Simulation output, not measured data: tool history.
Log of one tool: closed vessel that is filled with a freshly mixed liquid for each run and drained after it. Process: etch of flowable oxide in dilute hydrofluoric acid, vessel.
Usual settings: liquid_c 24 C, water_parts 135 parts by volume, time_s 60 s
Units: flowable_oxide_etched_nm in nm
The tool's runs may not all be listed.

run	hour	liquid_c	water_parts	time_s	read-back film thickness of the flowable oxide reference wafer, read on the same gauge (nm)	flowable_oxide_etched_nm
1	0	24	135	60	70	23.05
2	46.8	24	135	60	69.99	23.12
# hour 86: hydrofluoric acid flow meter replaced
3	123.6	24	135	60	70.02	22.04
4	213	24	135	60	70.01	22.24
5	308.1	24	135	85	69.97	31.9
6	400.2	24	135	85	69.99	32.21
7	450	24	135	85	70.02	32.27
8	492.7	25.5	135	60	70.02	24.26
# hour 506.1: hydrofluoric acid flow meter replaced
9	574.6	24	135	60	69.99	21.83
10	643.3	24	135	45	69.99	16.6
# hour 813.3: thermometer replaced
11	823.5	26	70	45	69.99	39.97
# hour 892.5: hydrofluoric acid flow meter replaced
12	908.5	21	185	45	70	10.61
# hour 941.6: gauge calibrated
13	960.6	24	135	60	70	23.08
14	1016.4	24	135	85	70	32.88
15	1096.2	28.5	105	30	70.02	18.58
16	1173.2	22	205	45	70	10.04
17	1258.1	24	135	90	70	35.75

4 ways to go on from here, each from the tool as it stands after run 17. What would each give?
A	1258.8	24	135	50	?	?
B	1258.8	27.5	160	30	?	?
C	1258.8	21.5	80	85	?	?
D	1258.8	20.5	105	80	?	?

run	read-back film thickness of the flowable oxide reference wafer, read on the same gauge (nm)	flowable_oxide_etched_nm
A	70	19.92
B	70	11.19
C	70	54.97
D	70	36.81
Without the tool's hidden state the same runs would have given:
run	flowable_oxide_etched_nm
A	19.23
B	10.78
C	53.29
D	35.64
